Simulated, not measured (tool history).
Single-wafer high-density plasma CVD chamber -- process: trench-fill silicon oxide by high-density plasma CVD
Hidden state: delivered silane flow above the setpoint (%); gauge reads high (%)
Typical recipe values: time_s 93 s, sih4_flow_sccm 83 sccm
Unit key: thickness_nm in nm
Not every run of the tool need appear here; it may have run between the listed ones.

run    hour  time_s  sih4_flow_sccm  wafers since the last listed run  hours since the silane flow controller was replaced  hours since the gauge calibration  read-back reference wafer on the same gauge, thickness_nm  thickness_nm
  1       0   107.9              83                                 0                                                 1506                              990.4                                                    783.452       889.154
  2    46.2   107.9              83                               577                                               1552.2                             1036.6                                                    783.017        889.61
  3    80.9   107.9              83                               433                                               1586.9                             1071.3                                                     783.26       884.174
  4   224.9      93              70                              1800                                               1730.9                             1215.3                                                    783.168       674.871
  5   261.8      93              70                               461                                               1767.8                             1252.2                                                     783.45       675.445
  6   287.5      93              83                               321                                               1793.5                             1277.9                                                    782.737       763.666
  7   334.2    84.3              83                               583                                               1840.2                             1324.6                                                        783        691.68
  8   390.1    84.3              83                               698                                               1896.1                             1380.5                                                    783.037       690.627
  9   439.4    84.3              83                               616                                               1945.4                             1429.8                                                    783.198       688.219
 10   468.5    80.4              79                               363                                               1974.5                             1458.9                                                    783.261       632.573
 11   496.4    80.4              79                               348                                               2002.4                             1486.8                                                    783.131       632.206
 12   562.9      93              83                               831                                               2068.9                             1553.3                                                    782.879       755.808
 13     595      93              83                               401                                                 2101                             1585.4                                                    783.125       756.245
      635.5  -- silane flow controller replaced
 14   663.2      93              83                               752                                                 27.7                             1653.6                                                    783.286       789.166
 15   715.6    88.8              83                               655                                                 80.1                               1706                                                    783.236       757.126
 16   745.9    88.8              83                               378                                                110.4                             1736.3                                                    783.077       750.605
 17   823.2    88.8              83                               966                                                187.7                             1813.6                                                    782.834       750.242
 18   879.1      93              83                               698                                                243.6                             1869.5                                                    783.408       786.607
 19   941.8      93              83                               783                                                306.3                             1932.2                                                     782.72        781.69
 20   995.2      93              83                               667                                                359.7                             1985.6                                                    782.833       788.373
 21  1038.8      93              83                               545                                                403.3                             2029.2                                                    782.983       786.754
 22  1103.5     104              83                               808                                                  468                             2093.9                                                    782.704       878.288
 23  1129.1   100.3              71                               320                                                493.6                             2119.5                                                    782.958       756.018
     1169.1  -- gauge calibrated
 24  1199.2      83              71                               876                                                563.7                               30.1                                                    783.117       620.719
 25  1249.6      93              83                               630                                                614.1                               80.5                                                    782.861       785.797
 26  1275.4   100.3              71                               322                                                639.9                              106.3                                                    783.035       752.309
 27  1335.3   106.9              68                               748                                                699.8                              166.2                                                    782.838       777.178

Forecast run 28:
 28  1400.6      93              97                               816                                                765.1                              231.5                                                          ?             ?

{"run 28": {"read-back reference wafer on the same gauge, thickness_nm": 783.463, "thickness_nm": 877.023}}
Take away the tool's hidden state, keep the run-to-run variation as it was, and the same run would have given thickness_nm 889.863 nm.

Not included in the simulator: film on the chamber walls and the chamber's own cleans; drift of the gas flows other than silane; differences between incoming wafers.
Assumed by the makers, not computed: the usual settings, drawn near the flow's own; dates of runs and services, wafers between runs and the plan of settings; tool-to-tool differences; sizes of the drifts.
